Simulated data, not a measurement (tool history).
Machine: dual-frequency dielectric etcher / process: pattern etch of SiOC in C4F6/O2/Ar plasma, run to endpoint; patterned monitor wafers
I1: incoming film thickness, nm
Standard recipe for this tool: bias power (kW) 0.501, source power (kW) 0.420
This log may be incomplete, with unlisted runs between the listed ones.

{"run": 1, "hour": 0.0, "bias power (kW)": 0.501, "source power (kW)": 0.42, "I1": 25.92, "endpoint time (s)": 7.9}
{"run": 2, "hour": 10.8, "bias power (kW)": 0.549, "source power (kW)": 0.42, "I1": 25.76, "endpoint time (s)": 7.7}
{"run": 3, "hour": 41.9, "bias power (kW)": 0.549, "source power (kW)": 0.42, "I1": 26.14, "endpoint time (s)": 7.7}
{"hour": 81.9, "done": "bias power generator calibrated"}
{"hour": 105.7, "done": "wet clean of the chamber"}
{"run": 4, "hour": 106.2, "bias power (kW)": 0.534, "source power (kW)": 0.42, "I1": 25.94, "endpoint time (s)": 8.1}
{"run": 5, "hour": 106.5, "bias power (kW)": 0.534, "source power (kW)": 0.42, "I1": 25.98, "endpoint time (s)": 8.0}
{"run": 6, "hour": 106.8, "bias power (kW)": 0.534, "source power (kW)": 0.42, "I1": 25.93, "endpoint time (s)": 8.0}
{"run": 7, "hour": 110.6, "bias power (kW)": 0.589, "source power (kW)": 0.42, "I1": 25.9, "endpoint time (s)": 7.8}
{"run": 8, "hour": 120.4, "bias power (kW)": 0.501, "source power (kW)": 0.46, "I1": 25.71, "endpoint time (s)": 7.9}
{"hour": 155.2, "done": "upper electrode replaced"}
{"hour": 158.0, "done": "source power generator calibrated"}
{"run": 9, "hour": 158.5, "bias power (kW)": 0.583, "source power (kW)": 0.39, "I1": 25.77, "endpoint time (s)": 7.9}
{"run": 10, "hour": 158.9, "bias power (kW)": 0.551, "source power (kW)": 0.5, "I1": 25.7, "endpoint time (s)": 7.6}
{"run": 11, "hour": 162.7, "bias power (kW)": 0.534, "source power (kW)": 0.42, "I1": 25.87, "endpoint time (s)": 8.0}
{"run": 12, "hour": 174.0, "bias power (kW)": 0.501, "source power (kW)": 0.42, "I1": 25.83, "endpoint time (s)": 8.1}
{"run": 13, "hour": 192.7, "bias power (kW)": 0.381, "source power (kW)": 0.48, "I1": 26.13, "endpoint time (s)": 8.6}
{"run": 14, "hour": 199.6, "bias power (kW)": 0.501, "source power (kW)": 0.39, "I1": 25.87, "endpoint time (s)": 8.2}
{"run": 15, "hour": 206.0, "bias power (kW)": 0.601, "source power (kW)": 0.34, "I1": 25.82, "endpoint time (s)": 8.0}

Consider 3 possible next runs. They are alternatives, not a sequence: every one starts from the tool as it was left by run 15. What does each give?
{"run": "A", "hour": 206.4, "bias power (kW)": 0.501, "source power (kW)": 0.42, "I1": 25.48, "endpoint time (s)": "?"}
{"run": "B", "hour": 206.4, "bias power (kW)": 0.414, "source power (kW)": 0.34, "I1": 25.48, "endpoint time (s)": "?"}
{"run": "C", "hour": 206.4, "bias power (kW)": 0.586, "source power (kW)": 0.38, "I1": 25.48, "endpoint time (s)": "?"}

run=A endpoint_time_(s)=8.0
run=B endpoint_time_(s)=8.8
run=C endpoint_time_(s)=7.8
With the hidden condition removed and each run's random variation left untouched, the same runs would have given:
run=A endpoint_time_(s)=8.1
run=B endpoint_time_(s)=9.0
run=C endpoint_time_(s)=7.9

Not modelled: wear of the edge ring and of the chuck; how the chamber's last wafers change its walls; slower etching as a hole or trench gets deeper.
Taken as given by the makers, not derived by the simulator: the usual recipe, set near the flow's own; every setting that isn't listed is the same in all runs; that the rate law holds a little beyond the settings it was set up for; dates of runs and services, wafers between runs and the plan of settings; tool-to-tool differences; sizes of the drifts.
